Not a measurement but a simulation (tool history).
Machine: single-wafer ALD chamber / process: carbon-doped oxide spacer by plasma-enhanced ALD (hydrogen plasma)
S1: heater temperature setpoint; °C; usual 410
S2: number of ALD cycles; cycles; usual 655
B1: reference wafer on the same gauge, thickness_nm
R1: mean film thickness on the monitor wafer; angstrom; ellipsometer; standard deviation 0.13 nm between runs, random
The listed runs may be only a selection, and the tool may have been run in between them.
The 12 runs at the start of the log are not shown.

{"hour": 687.5, "done": "gauge calibrated"}
{"run": 13, "hour": 711.5, "S1": 410, "S2": 655, "B1": 39.597, "R1": 335.94}
{"hour": 742.7, "done": "thermocouple changed; heater temperature recalibrated"}
{"run": 14, "hour": 748.9, "S1": 410, "S2": 572, "B1": 39.637, "R1": 301.2}
{"run": 15, "hour": 794.3, "S1": 410, "S2": 572, "B1": 39.65, "R1": 299.9}
{"run": 16, "hour": 868.7, "S1": 410, "S2": 572, "B1": 39.601, "R1": 298.41}
{"run": 17, "hour": 913.2, "S1": 401, "S2": 697, "B1": 39.617, "R1": 374.19}
{"run": 18, "hour": 952.0, "S1": 410, "S2": 655, "B1": 39.601, "R1": 341.64}
{"run": 19, "hour": 997.6, "S1": 424, "S2": 655, "B1": 39.564, "R1": 326.23}
{"run": 20, "hour": 1066.3, "S1": 404, "S2": 592, "B1": 39.602, "R1": 316.01}
{"run": 21, "hour": 1121.2, "S1": 420, "S2": 655, "B1": 39.571, "R1": 330.82}
{"run": 22, "hour": 1224.7, "S1": 406, "S2": 553, "B1": 39.604, "R1": 290.68}
{"run": 23, "hour": 1293.8, "S1": 419, "S2": 580, "B1": 39.64, "R1": 291.3}
{"run": 24, "hour": 1357.7, "S1": 406, "S2": 655, "B1": 39.586, "R1": 343.91}
{"run": 25, "hour": 1402.9, "S1": 396, "S2": 554, "B1": 39.617, "R1": 297.01}
{"run": 26, "hour": 1458.9, "S1": 423, "S2": 753, "B1": 39.595, "R1": 374.01}
{"run": 27, "hour": 1604.6, "S1": 416, "S2": 577, "B1": 39.675, "R1": 290.42}
{"run": 28, "hour": 1667.3, "S1": 396, "S2": 703, "B1": 39.581, "R1": 378.01}
{"run": 29, "hour": 1729.6, "S1": 410, "S2": 655, "B1": 39.625, "R1": 339.6}
{"run": 30, "hour": 1794.7, "S1": 401, "S2": 741, "B1": 39.675, "R1": 392.91}
{"run": 31, "hour": 1889.7, "S1": 410, "S2": 747, "B1": 39.642, "R1": 382.73}

Predict the results of run 32:
{"run": 32, "hour": 1946.6, "S1": 406, "S2": 534, "B1": "?", "R1": "?"}

B1: 39.62
R1: 277.98 angstrom
With the hidden condition absent and the run-to-run variation left alone, this run would have shown R1 283.29 angstrom.
